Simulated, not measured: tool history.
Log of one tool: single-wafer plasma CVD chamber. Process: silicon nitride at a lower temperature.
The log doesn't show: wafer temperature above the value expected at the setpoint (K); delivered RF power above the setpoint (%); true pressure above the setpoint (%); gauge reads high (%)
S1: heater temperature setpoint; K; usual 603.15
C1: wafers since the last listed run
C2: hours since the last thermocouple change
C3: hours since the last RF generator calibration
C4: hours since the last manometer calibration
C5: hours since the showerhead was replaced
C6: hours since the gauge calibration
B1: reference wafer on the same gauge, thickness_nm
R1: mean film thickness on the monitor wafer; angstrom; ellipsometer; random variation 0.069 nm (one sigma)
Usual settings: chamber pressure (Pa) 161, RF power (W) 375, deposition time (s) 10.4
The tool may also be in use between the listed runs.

{"run": 1, "hour": 0.0, "S1": 603.15, "chamber pressure (Pa)": 161, "RF power (W)": 375, "deposition time (s)": 10.4, "C1": 0, "C2": 1857.7, "C3": 1024.4, "C4": 309.2, "C5": 7887.3, "C6": 195, "B1": 16.421, "R1": 144.97}
{"run": 2, "hour": 75.5, "S1": 603.15, "chamber pressure (Pa)": 161, "RF power (W)": 375, "deposition time (s)": 10.4, "C1": 2427, "C2": 1933.2, "C3": 1099.9, "C4": 384.7, "C5": 7962.8, "C6": 270.5, "B1": 16.392, "R1": 144.65}
{"run": 3, "hour": 127.5, "S1": 603.15, "chamber pressure (Pa)": 161, "RF power (W)": 375, "deposition time (s)": 10.4, "C1": 1672, "C2": 1985.2, "C3": 1151.9, "C4": 436.7, "C5": 8014.8, "C6": 322.5, "B1": 16.442, "R1": 144.11}
{"run": 4, "hour": 211.0, "S1": 603.15, "chamber pressure (Pa)": 161, "RF power (W)": 375, "deposition time (s)": 10.4, "C1": 2685, "C2": 2068.7, "C3": 1235.4, "C4": 520.2, "C5": 8098.3, "C6": 406, "B1": 16.433, "R1": 144.25}
{"run": 5, "hour": 274.2, "S1": 603.15, "chamber pressure (Pa)": 161, "RF power (W)": 375, "deposition time (s)": 10.4, "C1": 2032, "C2": 2131.9, "C3": 1298.6, "C4": 583.4, "C5": 8161.5, "C6": 469.2, "B1": 16.436, "R1": 142.91}
{"hour": 350.1, "done": "showerhead replaced"}
{"run": 6, "hour": 378.8, "S1": 614.15, "chamber pressure (Pa)": 161, "RF power (W)": 375, "deposition time (s)": 10.4, "C1": 3106, "C2": 2236.5, "C3": 1403.2, "C4": 688, "C5": 28.7, "C6": 573.8, "B1": 16.374, "R1": 142.35}
{"hour": 432.7, "done": "RF generator calibrated"}
{"run": 7, "hour": 438.5, "S1": 614.15, "chamber pressure (Pa)": 161, "RF power (W)": 375, "deposition time (s)": 10.4, "C1": 1662, "C2": 2296.2, "C3": 5.8, "C4": 747.7, "C5": 88.4, "C6": 633.5, "B1": 16.403, "R1": 144.52}
{"hour": 453.3, "done": "gauge calibrated"}
{"run": 8, "hour": 515.0, "S1": 603.15, "chamber pressure (Pa)": 161, "RF power (W)": 375, "deposition time (s)": 10.4, "C1": 2459, "C2": 2372.7, "C3": 82.3, "C4": 824.2, "C5": 164.9, "C6": 61.7, "B1": 16.412, "R1": 144.28}
{"hour": 538.0, "done": "capacitance manometer re-zeroed and calibrated"}
{"run": 9, "hour": 585.5, "S1": 613.15, "chamber pressure (Pa)": 161, "RF power (W)": 375, "deposition time (s)": 10.4, "C1": 2009, "C2": 2443.2, "C3": 152.8, "C4": 47.5, "C5": 235.4, "C6": 132.2, "B1": 16.446, "R1": 143.66}

Forecast run 10:
{"run": 10, "hour": 634.7, "S1": 603.15, "chamber pressure (Pa)": 161, "RF power (W)": 375, "deposition time (s)": 10.4, "C1": 1582, "C2": 2492.4, "C3": 202, "C4": 96.7, "C5": 284.6, "C6": 181.4, "B1": "?", "R1": "?"}

B1: 16.374
R1: 143.46 angstrom
Without the tool's hidden state the same run would have given R1 143.46 angstrom.
